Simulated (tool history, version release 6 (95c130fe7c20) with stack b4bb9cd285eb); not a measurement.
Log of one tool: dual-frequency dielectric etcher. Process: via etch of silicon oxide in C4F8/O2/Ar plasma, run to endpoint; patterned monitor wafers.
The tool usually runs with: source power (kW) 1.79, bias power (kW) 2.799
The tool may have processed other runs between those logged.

run    hour  source power (kW)  bias power (kW)  incoming incoming film thickness, nm  endpoint time (s)
  1       0               1.79            2.799                                  1162                224
  2    76.7               1.79            2.799                                1163.8                224
  3   174.3               1.79             2.39                                1166.7                236
  4   274.3               1.79             2.39                                  1159              233.2
  5   380.3               1.79             2.39                                1162.1              234.3
  6   477.7               2.01            2.799                                1169.6              216.5
      535.8  -- wet clean of the chamber
  7   536.3               1.79            2.799                                1152.3              222.2
  8   577.5               1.79            2.799                                  1172              228.5
  9   681.3               1.79            2.799                                1150.8              221.6
 10   740.2               1.79            3.144                                1162.5              218.2
 11   843.8               1.79            3.144                                1149.2              216.1
 12     962               1.79            3.144                                1160.4              218.3
 13     999               1.79            2.799                                1160.2              225.3
 14  1047.3               1.79            2.799                                1178.6              228.6
 15  1142.8               1.79            2.799                                1171.1              227.8
     1320.6  -- wet clean of the chamber
     1325.4  -- upper electrode replaced
 16  1429.4               1.79            2.799                                1167.6              228.6
 17  1511.3               1.79            3.325                                1170.6                217
 18    1588               1.79            2.799                                1161.5              225.7
 19  1674.1               2.05            2.136                                1170.2              232.2
 20  1712.9                  2            2.189                                  1153              229.1
       1768  -- bias power generator calibrated
 21  1769.1                1.4            2.799                                1169.1              250.6
 22  1856.9               1.79            3.034                                1173.3              226.5

Forecast run 23:
 23  1935.2               1.79            2.799                                1172.6                  ?

For run 23 the tool returned endpoint time (s) 232.1.
On a tool with no hidden condition, and with the same random variation, this run would have come out at endpoint time (s) 228.2.
